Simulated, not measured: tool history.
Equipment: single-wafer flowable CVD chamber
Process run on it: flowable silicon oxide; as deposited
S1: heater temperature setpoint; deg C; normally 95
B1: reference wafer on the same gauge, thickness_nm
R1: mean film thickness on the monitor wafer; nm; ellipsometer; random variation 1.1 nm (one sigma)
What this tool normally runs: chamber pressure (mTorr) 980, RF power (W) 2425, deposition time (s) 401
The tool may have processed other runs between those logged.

Run 1, hour 0: usual settings; B1 311.837. Result: R1 366.569 nm.
Run 2, hour 43.9: usual settings; B1 312.124. Result: R1 367.396 nm.
Run 3, hour 89.4: usual settings; B1 312.236. Result: R1 363.628 nm.
Run 4, hour 178.1: usual settings but RF power (W) 2665; B1 311.817. Result: R1 371.653 nm.
Run 5, hour 270.9: usual settings but RF power (W) 2665; B1 312.165. Result: R1 368.992 nm.
Run 6, hour 361.8: usual settings but RF power (W) 2065; B1 312.124. Result: R1 351.647 nm.
Run 7, hour 407.5: usual settings but RF power (W) 2065; B1 311.946. Result: R1 353.983 nm.
Run 8, hour 452: usual settings but RF power (W) 2065; B1 312.125. Result: R1 353.382 nm.
At hour 495.5: capacitance manometer re-zeroed and calibrated.
Run 9, hour 517.5: usual settings but deposition time (s) 461; B1 311.946. Result: R1 418.588 nm.
Run 10, hour 594.4: usual settings but deposition time (s) 461; B1 312.144. Result: R1 417.836 nm.
Run 11, hour 639.2: usual settings but RF power (W) 2540; B1 311.894. Result: R1 367.833 nm.
Run 12, hour 689.3: usual settings; B1 312.101. Result: R1 364.516 nm.
At hour 711.7: thermocouple changed; heater temperature recalibrated.
Run 13, hour 783.7: usual settings; B1 311.999. Result: R1 362.693 nm.
Run 14, hour 858.3: usual settings but chamber pressure (mTorr) 1187, RF power (W) 2140, deposition time (s) 365; B1 311.801. Result: R1 369.313 nm.
Run 15, hour 906.8: usual settings but S1 81 deg C, chamber pressure (mTorr) 763, deposition time (s) 446; B1 311.92. Result: R1 499.484 nm.
At hour 951.4: RF generator calibrated.
Run 16, hour 991.1: usual settings; B1 312.152. Result: R1 367.733 nm.
At hour 1061.3: gauge calibrated.
Run 17, hour 1065.7: usual settings but S1 106 deg C, chamber pressure (mTorr) 1162, RF power (W) 1945; B1 312.062. Result: R1 287.709 nm.
Run 18, hour 1168: usual settings but S1 91 deg C, chamber pressure (mTorr) 901, RF power (W) 2695, deposition time (s) 363; B1 311.957. Result: R1 357.886 nm.
Run 19, hour 1242.8: usual settings but chamber pressure (mTorr) 834, RF power (W) 2170; B1 312.107. Result: R1 321.22 nm.
Run 20, hour 1348.2: usual settings but S1 81 deg C, chamber pressure (mTorr) 763, deposition time (s) 446; B1 311.817. Result: R1 503.195 nm.
Run 21, hour 1411.5: usual settings but S1 83 deg C, chamber pressure (mTorr) 1165, RF power (W) 2275; B1 311.801. Result: R1 574.681 nm.
At hour 1464.2: showerhead replaced.
Run 22, hour 1464.7: usual settings but chamber pressure (mTorr) 842, RF power (W) 2115, deposition time (s) 460; B1 312.183. Result: R1 370.736 nm.
Run 23, hour 1552.4: usual settings but S1 87 deg C, chamber pressure (mTorr) 1045, RF power (W) 2870, deposition time (s) 459; B1 312.087. Result: R1 568.644 nm.
Run 24, hour 1645.6: usual settings; B1 312.036. Result: R1 369.009 nm.
Run 25, hour 1715.8: usual settings but deposition time (s) 477; B1 311.9. Result: R1 437.571 nm.
Run 26, hour 1759.6: usual settings but S1 90 deg C, deposition time (s) 478; B1 312.297. Result: R1 510.054 nm.
Run 27, hour 1807.4: usual settings; B1 312.182. Result: R1 367.493 nm.
Run 28, hour 1909.3: usual settings but chamber pressure (mTorr) 1120; B1 311.857. Result: R1 405.576 nm.

Branching from run 28: 4 alternative next runs. What would each branch give?
Run A, hour 1909.8: usual settings; B1 ?. Result: R1 ?.
Run B, hour 1909.8: usual settings but S1 106 deg C, chamber pressure (mTorr) 1069, RF power (W) 2860; B1 ?. Result: R1 ?.
Run C, hour 1909.8: usual settings but S1 89 deg C, chamber pressure (mTorr) 1119; B1 ?. Result: R1 ?.
Run D, hour 1909.8: usual settings but chamber pressure (mTorr) 1217, RF power (W) 2150, deposition time (s) 473; B1 ?. Result: R1 ?.

run       B1       R1
  A  312.048  368.206
  B  312.048  291.322
  C  312.048  484.491
  D  312.048  497.772
The same runs, with their run-to-run variation unchanged, on a tool lacking any hidden condition would have given:
run       R1
  A  369.308
  B  291.887
  C  485.941
  D    499.7

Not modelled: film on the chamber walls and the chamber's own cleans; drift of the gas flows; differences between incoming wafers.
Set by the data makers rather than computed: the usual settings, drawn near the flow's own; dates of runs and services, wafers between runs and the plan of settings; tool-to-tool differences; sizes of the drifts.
